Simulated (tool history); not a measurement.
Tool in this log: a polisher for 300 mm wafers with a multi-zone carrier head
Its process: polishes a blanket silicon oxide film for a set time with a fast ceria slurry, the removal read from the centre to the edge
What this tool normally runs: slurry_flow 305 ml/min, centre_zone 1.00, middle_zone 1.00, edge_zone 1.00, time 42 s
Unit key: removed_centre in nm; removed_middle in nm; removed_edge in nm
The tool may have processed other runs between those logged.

run	hour	slurry_flow	centre_zone	middle_zone	edge_zone	time	wafers since the last listed run	wafers polished on this pad	hours since the slurry nozzle was cleaned	hours since the centre zone pressure was calibrated	hours since the edge zone pressure was calibrated	hours since the carrier head's membrane was replaced	incoming thickness of the incoming film, nm	removed_centre	removed_middle	removed_edge
1	0.0	305	1.00	1.00	1.00	42	0	270	368.7	637.5	562.8	1455.4	3261.7	522.1	532.1	520.2
2	19.3	305	1.00	1.00	1.04	42	207	477	388.0	656.8	582.1	1474.7	3361.0	522.4	516.8	532.5
3	40.7	305	1.00	1.00	1.04	42	230	707	409.4	678.2	603.5	1496.1	3306.6	507.2	518.9	515.7
4	56.6	305	1.00	1.00	1.07	42	170	878	425.3	694.1	619.4	1512.0	3282.4	503.5	516.2	512.5
# hour 62.5: worn pad replaced by a new one
5	75.4	305	1.00	1.00	1.07	42	159	139	444.1	712.9	638.2	1530.8	3313.1	557.2	560.6	556.1
6	111.3	305	1.00	1.00	1.00	42	386	525	480.0	748.8	674.1	1566.7	3317.1	527.8	534.9	518.9
7	130.1	305	1.00	1.00	1.00	42	202	727	498.8	767.6	692.9	1585.5	3302.6	514.9	527.5	526.3
# hour 138.4: worn pad replaced by a new one
# hour 147.3: slurry nozzle cleaned
8	152.9	390	1.07	0.92	1.00	37	191	144	5.6	790.4	715.7	1608.3	3243.5	537.4	471.8	489.4
9	172.9	305	1.00	1.00	1.00	42	215	359	25.6	810.4	735.7	1628.3	3270.4	535.6	533.0	530.0
10	188.8	270	1.00	1.00	1.00	31	170	530	41.5	826.3	751.6	1644.2	3339.3	373.3	384.8	382.1
# hour 214.7: worn pad replaced by a new one
11	215.2	305	1.00	1.00	1.04	42	240	5	67.9	852.7	778.0	1670.6	3293.3	564.9	574.9	585.4
12	237.5	305	0.92	0.97	1.07	50	239	244	90.2	875.0	800.3	1692.9	3369.5	589.3	632.3	648.3
# hour 246.4: centre zone pressure recalibrated
# hour 255.7: carrier head's membrane replaced by a new one
# hour 270.7: edge zone pressure recalibrated
13	285.9	305	1.00	1.00	1.00	42	423	668	138.6	39.5	15.2	30.2	3276.8	509.4	523.4	517.6
# hour 294.9: worn pad replaced by a new one
14	329.4	305	0.90	0.96	0.90	30	424	370	182.1	83.0	58.7	73.7	3336.8	331.7	367.4	366.1
15	345.9	305	1.00	1.09	0.96	29	177	547	198.6	99.5	75.2	90.2	3333.1	358.0	391.6	359.9

Selected run-to-run steps in removed_centre, each split into two signed amounts: the part the tool would show with no hidden state at all (from settings, incoming material and random variation), and the remainder, which goes to the hidden state together with any gauge scatter not common to the measured and the hidden-state-free results:
What the log doesn't record here: removal rate lost through wear of the pad, %; slurry flow missing at the pad, %; deviation of the centre zone's pressure from its setpoint, %; deviation of the edge zone's pressure from its setpoint, %.
Run 4 -> 5: worn pad replaced by a new one. removed_centre +53.7 nm: hidden state +44.6, all else +9.1.
Run 10 -> 11: slurry_flow 270 -> 305, edge_zone 1.00 -> 1.04, time 31 -> 42, worn pad replaced by a new one. removed_centre +191.6 nm: hidden state +31.3, all else +160.3.

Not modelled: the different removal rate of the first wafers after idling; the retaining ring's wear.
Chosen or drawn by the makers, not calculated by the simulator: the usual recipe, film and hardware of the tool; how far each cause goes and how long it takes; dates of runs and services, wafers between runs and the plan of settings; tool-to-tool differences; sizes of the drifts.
